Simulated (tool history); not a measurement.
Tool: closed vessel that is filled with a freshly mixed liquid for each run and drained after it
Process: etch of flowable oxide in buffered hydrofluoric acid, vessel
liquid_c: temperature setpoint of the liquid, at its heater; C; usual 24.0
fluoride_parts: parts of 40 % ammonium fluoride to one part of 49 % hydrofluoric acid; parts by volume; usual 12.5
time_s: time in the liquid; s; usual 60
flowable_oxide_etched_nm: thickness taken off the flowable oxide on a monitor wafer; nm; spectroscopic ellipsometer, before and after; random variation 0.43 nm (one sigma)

run   hour  liquid_c  fluoride_parts  time_s  read-back film thickness of the flowable oxide reference wafer, read on the same gauge (nm)  flowable_oxide_etched_nm
  1    0.0      24.0            12.5      60                                                                                       110.00                     96.70
  2   10.1      24.0            12.5      60                                                                                       110.00                     95.43
  3   28.9      24.0            12.5      60                                                                                       110.01                     96.40
  4   38.0      24.0            12.5      60                                                                                       109.99                     95.81
  5   47.4      24.0            12.5      60                                                                                       110.00                     95.44
  6   54.2      24.0            12.5      60                                                                                       110.01                     95.70
  7   63.9      24.0            12.5      60                                                                                       110.03                     95.83
      67.0  -- hydrofluoric acid flow meter replaced
  8   81.8      24.0            12.5      60                                                                                       110.05                     95.55
  9   89.2      25.0            12.5      35                                                                                       110.01                     59.07
      99.7  -- gauge calibrated
     104.3  -- thermometer replaced
 10  104.8      28.5            16.5      80                                                                                       110.01                    140.86
 11  116.8      21.5            17.0      90                                                                                       110.01                    104.44
 12  127.7      24.0            11.0      90                                                                                       110.00                    184.69
 13  134.4      24.0            12.5      60                                                                                       109.98                    107.86
 14  142.9      22.5            15.5      70                                                                                       110.01                     93.02
 15  149.6      24.0            12.5      60                                                                                       110.01                    107.16
 16  170.2      24.0            12.5      60                                                                                       110.01                    107.47
 17  183.4      25.5             8.5      85                                                                                       110.03                    234.69
 18  200.4      19.5            12.5      40                                                                                       110.00                     55.80
 19  218.0      24.0            12.5      40                                                                                       110.03                     71.50

3 ways to go on from here, each from the tool as it stands after run 19. What would each give?
  A  218.7      24.0            15.0      60                                                                                            ?                         ?
  B  218.7      20.5            17.5      90                                                                                            ?                         ?
  C  218.7      22.5            15.5      50                                                                                            ?                         ?

run  read-back film thickness of the flowable oxide reference wafer, read on the same gauge (nm)  flowable_oxide_etched_nm
  A                                                                                       110.01                     89.27
  B                                                                                       110.01                     94.76
  C                                                                                       110.01                     66.32
Without the tool's hidden state the same runs would have given:
run  flowable_oxide_etched_nm
  A                     91.39
  B                     97.07
  C                     67.92
